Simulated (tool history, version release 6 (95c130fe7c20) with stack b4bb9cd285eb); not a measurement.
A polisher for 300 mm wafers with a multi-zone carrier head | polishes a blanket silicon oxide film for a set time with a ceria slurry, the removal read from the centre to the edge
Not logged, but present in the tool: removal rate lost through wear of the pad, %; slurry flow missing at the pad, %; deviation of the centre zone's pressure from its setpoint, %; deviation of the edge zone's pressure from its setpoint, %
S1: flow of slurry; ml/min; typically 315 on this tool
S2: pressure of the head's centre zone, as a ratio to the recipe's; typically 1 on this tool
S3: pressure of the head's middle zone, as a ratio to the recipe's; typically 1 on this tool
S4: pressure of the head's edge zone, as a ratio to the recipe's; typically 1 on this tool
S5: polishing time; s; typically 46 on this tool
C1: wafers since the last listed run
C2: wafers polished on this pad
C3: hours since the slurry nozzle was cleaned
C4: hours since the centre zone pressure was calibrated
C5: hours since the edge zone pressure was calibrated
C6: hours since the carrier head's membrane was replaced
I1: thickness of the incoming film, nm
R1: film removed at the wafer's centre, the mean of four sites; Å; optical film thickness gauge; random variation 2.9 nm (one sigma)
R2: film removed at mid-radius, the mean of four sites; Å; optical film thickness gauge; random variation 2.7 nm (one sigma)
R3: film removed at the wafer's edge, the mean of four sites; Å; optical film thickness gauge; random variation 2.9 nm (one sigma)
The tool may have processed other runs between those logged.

{"run": 1, "hour": 0.0, "S1": 355, "S2": 1, "S3": 1, "S4": 1.05, "S5": 46, "C1": 0, "C2": 149, "C3": 175, "C4": 253.7, "C5": 155.4, "C6": 1326.1, "I1": 778.2, "R1": 2423, "R2": 2487, "R3": 2571}
{"run": 2, "hour": 66.5, "S1": 355, "S2": 1, "S3": 1, "S4": 1.05, "S5": 46, "C1": 534, "C2": 683, "C3": 241.5, "C4": 320.2, "C5": 221.9, "C6": 1392.6, "I1": 773.9, "R1": 2448, "R2": 2474, "R3": 2527}
{"run": 3, "hour": 111.7, "S1": 315, "S2": 1, "S3": 1, "S4": 1.07, "S5": 46, "C1": 362, "C2": 1046, "C3": 286.7, "C4": 365.4, "C5": 267.1, "C6": 1437.8, "I1": 786.8, "R1": 2382, "R2": 2442, "R3": 2579}
{"hour": 196.3, "done": "centre zone pressure recalibrated"}
{"run": 4, "hour": 208.2, "S1": 315, "S2": 1, "S3": 1, "S4": 1.07, "S5": 46, "C1": 758, "C2": 1805, "C3": 383.2, "C4": 11.9, "C5": 363.6, "C6": 1534.3, "I1": 770.3, "R1": 2335, "R2": 2442, "R3": 2582}
{"hour": 230.9, "done": "worn pad replaced by a new one"}
{"run": 5, "hour": 297.7, "S1": 315, "S2": 1, "S3": 1, "S4": 1.07, "S5": 46, "C1": 686, "C2": 536, "C3": 472.7, "C4": 101.4, "C5": 453.1, "C6": 1623.8, "I1": 772.3, "R1": 2351, "R2": 2454, "R3": 2561}
{"run": 6, "hour": 368.2, "S1": 285, "S2": 1, "S3": 1, "S4": 1, "S5": 46, "C1": 566, "C2": 1102, "C3": 543.2, "C4": 171.9, "C5": 523.6, "C6": 1694.3, "I1": 770.9, "R1": 2358, "R2": 2412, "R3": 2419}
{"run": 7, "hour": 422.9, "S1": 285, "S2": 1, "S3": 1, "S4": 1, "S5": 46, "C1": 439, "C2": 1542, "C3": 597.9, "C4": 226.6, "C5": 578.3, "C6": 1749, "I1": 779, "R1": 2355, "R2": 2478, "R3": 2481}
{"hour": 459.4, "done": "edge zone pressure recalibrated"}
{"hour": 486.4, "done": "worn pad replaced by a new one"}
{"run": 8, "hour": 512.1, "S1": 285, "S2": 1, "S3": 1, "S4": 1, "S5": 46, "C1": 668, "C2": 206, "C3": 687.1, "C4": 315.8, "C5": 52.7, "C6": 1838.2, "I1": 787.3, "R1": 2379, "R2": 2420, "R3": 2456}
{"hour": 568.9, "done": "carrier head's membrane replaced by a new one"}
{"run": 9, "hour": 570.4, "S1": 315, "S2": 1, "S3": 1, "S4": 1, "S5": 46, "C1": 428, "C2": 634, "C3": 745.4, "C4": 374.1, "C5": 111, "C6": 1.5, "I1": 770, "R1": 2392, "R2": 2433, "R3": 2439}
{"hour": 579.2, "done": "centre zone pressure recalibrated"}
{"run": 10, "hour": 638.5, "S1": 355, "S2": 1, "S3": 1, "S4": 0.9, "S5": 46, "C1": 530, "C2": 1165, "C3": 813.5, "C4": 59.3, "C5": 179.1, "C6": 69.6, "I1": 785.5, "R1": 2424, "R2": 2494, "R3": 2346}
{"run": 11, "hour": 681.2, "S1": 355, "S2": 1, "S3": 1, "S4": 1.05, "S5": 46, "C1": 342, "C2": 1508, "C3": 856.2, "C4": 102, "C5": 221.8, "C6": 112.3, "I1": 791.5, "R1": 2391, "R2": 2441, "R3": 2530}
{"hour": 715.8, "done": "slurry nozzle cleaned"}
{"hour": 721.9, "done": "worn pad replaced by a new one"}
{"run": 12, "hour": 762.6, "S1": 315, "S2": 1, "S3": 0.89, "S4": 1, "S5": 46, "C1": 613, "C2": 326, "C3": 46.8, "C4": 183.4, "C5": 303.2, "C6": 193.7, "I1": 795.6, "R1": 2373, "R2": 2217, "R3": 2426}
{"run": 13, "hour": 826.4, "S1": 315, "S2": 1, "S3": 1, "S4": 0.94, "S5": 57, "C1": 512, "C2": 839, "C3": 110.6, "C4": 247.2, "C5": 367, "C6": 257.5, "I1": 775, "R1": 2918, "R2": 3086, "R3": 2902}
{"run": 14, "hour": 919.0, "S1": 315, "S2": 1, "S3": 1, "S4": 1, "S5": 46, "C1": 743, "C2": 1582, "C3": 203.2, "C4": 339.8, "C5": 459.6, "C6": 350.1, "I1": 777.5, "R1": 2380, "R2": 2436, "R3": 2473}
{"run": 15, "hour": 985.2, "S1": 420, "S2": 1.1, "S3": 0.97, "S4": 1.11, "S5": 46, "C1": 531, "C2": 2114, "C3": 269.4, "C4": 406, "C5": 525.8, "C6": 416.3, "I1": 788.3, "R1": 2713, "R2": 2488, "R3": 2678}
{"hour": 988.6, "done": "edge zone pressure recalibrated"}
{"hour": 1007.2, "done": "worn pad replaced by a new one"}
{"hour": 1033.4, "done": "centre zone pressure recalibrated"}
{"run": 16, "hour": 1038.4, "S1": 315, "S2": 1, "S3": 0.93, "S4": 1.04, "S5": 46, "C1": 362, "C2": 234, "C3": 322.6, "C4": 5, "C5": 49.8, "C6": 469.5, "I1": 796.1, "R1": 2374, "R2": 2334, "R3": 2516}
{"run": 17, "hour": 1113.2, "S1": 390, "S2": 1, "S3": 1, "S4": 1, "S5": 46, "C1": 600, "C2": 835, "C3": 397.4, "C4": 79.8, "C5": 124.6, "C6": 544.3, "I1": 780.6, "R1": 2418, "R2": 2487, "R3": 2474}
{"run": 18, "hour": 1186.5, "S1": 315, "S2": 1, "S3": 1, "S4": 0.94, "S5": 46, "C1": 588, "C2": 1424, "C3": 470.7, "C4": 153.1, "C5": 197.9, "C6": 617.6, "I1": 781.4, "R1": 2355, "R2": 2436, "R3": 2344}
{"hour": 1229.7, "done": "worn pad replaced by a new one"}
{"run": 19, "hour": 1273.4, "S1": 315, "S2": 1, "S3": 1, "S4": 1, "S5": 46, "C1": 665, "C2": 351, "C3": 557.6, "C4": 240, "C5": 284.8, "C6": 704.5, "I1": 795.9, "R1": 2379, "R2": 2465, "R3": 2483}

5 options for the next run, each taken on its own from the tool as it stands now. Forecast them:
{"run": "A", "hour": 1273.8, "S1": 315, "S2": 1, "S3": 1, "S4": 1, "S5": 46, "C1": 3, "C2": 354, "C3": 558, "C4": 240.4, "C5": 285.2, "C6": 704.9, "I1": 779.6, "R1": "?", "R2": "?", "R3": "?"}
{"run": "B", "hour": 1273.8, "S1": 205, "S2": 1, "S3": 1.04, "S4": 1, "S5": 46, "C1": 3, "C2": 354, "C3": 558, "C4": 240.4, "C5": 285.2, "C6": 704.9, "I1": 779.6, "R1": "?", "R2": "?", "R3": "?"}
{"run": "C", "hour": 1273.8, "S1": 420, "S2": 1.11, "S3": 1, "S4": 0.88, "S5": 46, "C1": 3, "C2": 354, "C3": 558, "C4": 240.4, "C5": 285.2, "C6": 704.9, "I1": 779.6, "R1": "?", "R2": "?", "R3": "?"}
{"run": "D", "hour": 1273.8, "S1": 315, "S2": 0.94, "S3": 0.95, "S4": 0.91, "S5": 46, "C1": 3, "C2": 354, "C3": 558, "C4": 240.4, "C5": 285.2, "C6": 704.9, "I1": 779.6, "R1": "?", "R2": "?", "R3": "?"}
{"run": "E", "hour": 1273.8, "S1": 315, "S2": 1.12, "S3": 1, "S4": 0.94, "S5": 46, "C1": 3, "C2": 354, "C3": 558, "C4": 240.4, "C5": 285.2, "C6": 704.9, "I1": 779.6, "R1": "?", "R2": "?", "R3": "?"}

run=A R1=2415 R2=2521 R3=2532
run=B R1=2267 R2=2461 R3=2424
run=C R1=2755 R2=2583 R3=2431
run=D R1=2270 R2=2415 R3=2423
run=E R1=2705 R2=2519 R3=2458
Take away the tool's hidden state, keep each run's random variation, and the runs would have read:
run=A R1=2415 R2=2521 R3=2532
run=B R1=2267 R2=2461 R3=2424
run=C R1=2755 R2=2583 R3=2431
run=D R1=2270 R2=2415 R3=2423
run=E R1=2705 R2=2519 R3=2458

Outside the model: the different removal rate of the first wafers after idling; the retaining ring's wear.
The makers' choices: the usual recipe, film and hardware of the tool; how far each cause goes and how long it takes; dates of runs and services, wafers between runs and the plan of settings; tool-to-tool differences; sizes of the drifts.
